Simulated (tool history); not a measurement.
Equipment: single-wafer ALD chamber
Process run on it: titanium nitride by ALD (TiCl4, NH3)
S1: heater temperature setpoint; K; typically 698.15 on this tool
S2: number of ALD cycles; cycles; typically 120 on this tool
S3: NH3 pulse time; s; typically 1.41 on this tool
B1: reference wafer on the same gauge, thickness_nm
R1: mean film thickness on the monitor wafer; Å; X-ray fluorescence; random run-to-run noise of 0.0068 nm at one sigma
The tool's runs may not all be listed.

run,hour,S1,S2,S3,B1,R1
1,0,698.15,120,1.23,2.667,27.34
2,20.5,690.15,120,1.41,2.672,27.09
3,34,698.15,120,1.41,2.672,27.33
4,46.8,698.15,120,1.41,2.673,27.39
5,82.4,698.15,120,0.99,2.672,27.17
6,100.2,698.15,120,0.99,2.669,27.29
# hour 121.4: showerhead replaced
7,121.9,687.15,120,1.41,2.668,27.24
8,137.5,698.15,120,1.41,2.669,27.26
9,152,698.15,120,0.99,2.671,27.22
10,173.7,689.15,120,1.41,2.67,27.2
# hour 244.5: gauge calibrated
11,264.3,704.15,96,1.2,2.67,21.82
# hour 272.9: thermocouple changed; heater temperature recalibrated
12,295.1,692.15,138,1.65,2.673,31.45
13,329,709.15,128,0.93,2.67,28.95
14,349.6,698.15,120,0.92,2.669,27.14
15,377.1,706.15,120,1.89,2.672,27.55

Exercise: give the hidden state of the tool at every run:
wafer temperature above the value expected at the setpoint (K): 0 at every run
gauge reads high (%): 0 at every run

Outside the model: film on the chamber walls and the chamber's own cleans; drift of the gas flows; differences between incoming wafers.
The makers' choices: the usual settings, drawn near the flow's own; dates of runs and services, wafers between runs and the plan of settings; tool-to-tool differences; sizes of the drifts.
